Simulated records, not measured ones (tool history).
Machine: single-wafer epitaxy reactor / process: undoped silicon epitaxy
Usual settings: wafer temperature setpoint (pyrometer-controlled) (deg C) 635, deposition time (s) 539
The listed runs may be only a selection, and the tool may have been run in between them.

| run | day | wafer temperature setpoint (pyrometer-controlled) (deg C) | deposition time (s) | wafers since the last listed run | hours since the last pyrometer calibration | hours since the gauge calibration | read-back reference wafer on the same gauge, thickness_nm | mean film thickness on the monitor wafer (nm) |
|---|---|---|---|---|---|---|---|---|
| 1 | 0 | 635 | 539 | 0 | 1064.4 | 341.3 | 65.026 | 75.64 |
| 2 | 2.442 | 635 | 539 | 221 | 1123 | 399.9 | 65.051 | 75.614 |
| 3 | 4.238 | 635 | 582 | 163 | 1166.1 | 443 | 64.954 | 81.289 |
| 4 | 6.838 | 635 | 539 | 236 | 1228.5 | 505.4 | 65.044 | 76.304 |
| 5 | 8.417 | 635 | 539 | 143 | 1266.4 | 543.3 | 65.027 | 76.37 |
| 6 | 9.883 | 635 | 539 | 133 | 1301.6 | 578.5 | 65.052 | 76.113 |
| 7 | 11.217 | 631 | 539 | 121 | 1333.6 | 610.5 | 65.053 | 70.422 |
| 8 | 12.833 | 631 | 539 | 146 | 1372.4 | 649.3 | 65.036 | 70.369 |
| 9 | 15.6 | 631 | 539 | 251 | 1438.8 | 715.7 | 64.903 | 70.45 |
| 10 | 18.3 | 635 | 539 | 245 | 1503.6 | 780.5 | 65.031 | 76.596 |
|  | 19.638 | pyrometer calibrated |
| 11 | 19.7 | 630 | 464 | 96 | 1.5 | 814.1 | 65.072 | 56.655 |
| 12 | 22.408 | 630 | 464 | 245 | 66.5 | 879.1 | 64.972 | 57.211 |
| 13 | 23.604 | 635 | 539 | 108 | 95.2 | 907.8 | 64.953 | 73.304 |
| 14 | 25.412 | 649 | 539 | 164 | 138.6 | 951.2 | 64.956 | 96.392 |
| 15 | 26.604 | 643 | 643 | 108 | 167.2 | 979.8 | 65.092 | 102.647 |
|  | 29.042 | gauge calibrated |
| 16 | 29.25 | 635 | 539 | 240 | 230.7 | 5 | 65.034 | 74.649 |
| 17 | 32.117 | 643 | 614 | 260 | 299.5 | 73.8 | 65.056 | 99.575 |
| 18 | 36.238 | 635 | 539 | 374 | 398.4 | 172.7 | 64.997 | 75.204 |
| 19 | 37.288 | 635 | 539 | 95 | 423.6 | 197.9 | 64.908 | 75.48 |
| 20 | 39.917 | 647 | 539 | 238 | 486.7 | 261 | 64.94 | 95.508 |
| 21 | 41.171 | 629 | 577 | 113 | 516.8 | 291.1 | 65.004 | 71.288 |
| 22 | 42.317 | 643 | 466 | 104 | 544.3 | 318.6 | 64.939 | 76.205 |
| 23 | 44.288 | 635 | 539 | 178 | 591.6 | 365.9 | 64.984 | 75.479 |
| 24 | 45.35 | 649 | 470 | 96 | 617.1 | 391.4 | 65.028 | 86.815 |
| 25 | 46.8 | 635 | 596 | 131 | 651.9 | 426.2 | 65.019 | 84.435 |
| 26 | 48.812 | 639 | 452 | 182 | 700.2 | 474.5 | 65.027 | 68.983 |

Expected results for the next run?
| 27 | 50.438 | 635 | 539 | 147 | 739.2 | 513.5 | ? | ? |

{"run 27": {"read-back reference wafer on the same gauge, thickness_nm": 65.041, "mean film thickness on the monitor wafer (nm)": 76.067}}
Minus the tool's unlogged condition, the same run would have read mean film thickness on the monitor wafer (nm) 72.588.

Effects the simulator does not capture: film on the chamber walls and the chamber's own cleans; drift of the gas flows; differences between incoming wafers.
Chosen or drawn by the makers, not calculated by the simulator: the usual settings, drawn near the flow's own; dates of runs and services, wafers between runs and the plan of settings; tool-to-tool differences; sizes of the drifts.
